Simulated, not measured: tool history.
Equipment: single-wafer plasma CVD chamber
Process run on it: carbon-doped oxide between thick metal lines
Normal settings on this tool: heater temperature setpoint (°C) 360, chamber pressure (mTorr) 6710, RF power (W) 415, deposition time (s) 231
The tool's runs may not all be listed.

run	hour	heater temperature setpoint (°C)	chamber pressure (mTorr)	RF power (W)	deposition time (s)	read-back reference wafer on the same gauge, thickness_nm	mean film thickness on the monitor wafer (Å)
1	0	360	6710	415	231	1089.887	10198.35
2	9.8	360	6710	395	231	1089.651	9897.71
3	18.9	360	6710	395	231	1089.921	9901.32
4	33.2	360	6710	395	231	1090.112	9901.49
5	42	360	6710	415	231	1089.884	10226.91
6	55.7	360	6710	415	231	1089.91	10222.44
7	69.2	360	6710	415	231	1089.936	10159.57
8	77.8	360	6710	415	231	1090.21	10193.48
9	87.3	360	6710	415	231	1089.723	10152.44
# hour 99.8: capacitance manometer re-zeroed and calibrated
10	100.3	360	6710	415	231	1090.15	10155.9
11	107.8	360	6710	415	231	1089.873	10174.23
12	122	360	6710	415	231	1090.137	10161.31
# hour 141.5: showerhead replaced
13	142	360	6710	385	263	1089.992	11006.06
14	145	360	6710	415	231	1090.81	10167.76
# hour 160.8: thermocouple changed; heater temperature recalibrated
# hour 165.1: RF generator calibrated
15	165.6	360	7700	375	209	1089.932	8528.4
16	165.9	373	6710	415	231	1089.841	9685.18
17	171.2	360	6710	415	212	1089.957	9070.94
# hour 172.7: gauge calibrated
18	183	370	6710	455	248	1089.826	11015.58
19	193.1	360	6710	415	267	1089.771	11438.13
# hour 211.1: RF generator calibrated, repeated, since the last time left the tool worse
20	211.6	360	6710	415	248	1089.573	11296.21
21	215.5	360	6710	415	231	1089.942	10523.6
22	227.8	360	6710	415	231	1090.222	10497.67
23	236.8	366	6710	415	231	1090.538	10417.04

Here are 5 independent what-if runs from the current tool condition. What would each one return?
A	237.3	360	6710	415	231	?	?
B	237.3	360	6710	355	213	?	?
C	237.3	367	5130	415	231	?	?
D	237.3	360	6710	415	207	?	?
E	237.3	355	6710	415	199	?	?

run	read-back reference wafer on the same gauge, thickness_nm	mean film thickness on the monitor wafer (Å)
A	1089.8	10459.91
B	1089.8	8757.76
C	1089.8	9691.16
D	1089.8	9375.7
E	1089.8	9110.53
What these runs would have given with no unlogged condition in the tool:
run	mean film thickness on the monitor wafer (Å)
A	10504.51
B	8796.74
C	9732.49
D	9415.68
E	9149.38
